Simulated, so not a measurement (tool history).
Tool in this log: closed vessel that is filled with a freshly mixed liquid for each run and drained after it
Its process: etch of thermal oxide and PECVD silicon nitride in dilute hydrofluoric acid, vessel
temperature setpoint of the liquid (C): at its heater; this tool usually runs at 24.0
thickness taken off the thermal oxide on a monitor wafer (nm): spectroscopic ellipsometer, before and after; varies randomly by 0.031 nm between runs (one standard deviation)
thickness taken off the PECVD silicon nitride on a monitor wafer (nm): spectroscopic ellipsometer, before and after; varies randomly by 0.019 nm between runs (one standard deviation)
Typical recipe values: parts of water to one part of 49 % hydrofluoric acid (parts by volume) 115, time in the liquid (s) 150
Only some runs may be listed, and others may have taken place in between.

run	hour	temperature setpoint of the liquid (C)	parts of water to one part of 49 % hydrofluoric acid (parts by volume)	time in the liquid (s)	read-back film thickness of the thermal oxide reference wafer, read on the same gauge (nm)	read-back film thickness of the PECVD silicon nitride reference wafer, read on the same gauge (nm)	thickness taken off the thermal oxide on a monitor wafer (nm)	thickness taken off the PECVD silicon nitride on a monitor wafer (nm)
1	0.0	19.5	165	220	50.00	79.995	4.69	2.808
2	15.7	24.0	115	150	49.97	79.973	5.75	3.687
3	26.5	22.0	65	225	50.03	80.017	15.01	8.434
4	36.8	28.5	95	100	50.05	80.000	5.66	4.014
5	49.3	28.5	115	150	50.04	79.988	6.83	4.874
6	67.2	27.5	75	150	50.04	79.999	10.69	7.011
7	78.9	24.0	115	150	49.97	79.990	5.76	3.701
8	85.1	24.0	115	150	49.96	79.998	5.78	3.679
9	101.5	24.0	155	150	50.02	79.999	4.05	2.742
10	112.1	28.0	170	240	50.00	79.970	6.78	5.098
11	122.3	22.0	115	240	50.06	80.000	8.56	5.212
12	137.4	21.5	70	210	50.00	80.070	12.57	7.118
13	150.5	24.0	115	150	50.01	79.996	5.75	3.665
14	160.8	24.0	115	150	49.94	79.929	5.76	3.691
15	175.3	24.0	55	150	49.97	79.978	13.01	7.619
16	181.5	26.0	80	110	49.95	79.976	6.87	4.433
17	193.8	28.0	95	150	49.99	80.020	8.35	5.803
18	204.9	27.5	115	150	49.99	79.995	6.68	4.617
19	213.3	24.0	115	150	50.01	79.974	5.76	3.688
20	228.5	24.0	115	150	49.96	79.998	5.76	3.682
21	237.4	24.0	115	150	49.98	79.980	5.76	3.694
22	250.9	24.0	115	150	49.98	80.010	5.73	3.659
23	262.1	22.5	165	150	50.02	80.016	3.55	2.337
24	271.2	22.5	80	215	50.01	80.011	11.73	6.864
25	281.1	24.0	170	95	50.00	79.991	2.31	1.601

The log once held 2 entries between its listed runs, left out of this copy. Where does each go, and what is different about the tool's unlogged condition between the listed run before it and the listed run after it?
Logged between run 5 and run 6: gauge calibrated (hour 56.0)
  no hidden state differs between the two runs
Logged between run 8 and run 9: thermometer replaced (hour 99.7)
  no hidden state differs between the two runs

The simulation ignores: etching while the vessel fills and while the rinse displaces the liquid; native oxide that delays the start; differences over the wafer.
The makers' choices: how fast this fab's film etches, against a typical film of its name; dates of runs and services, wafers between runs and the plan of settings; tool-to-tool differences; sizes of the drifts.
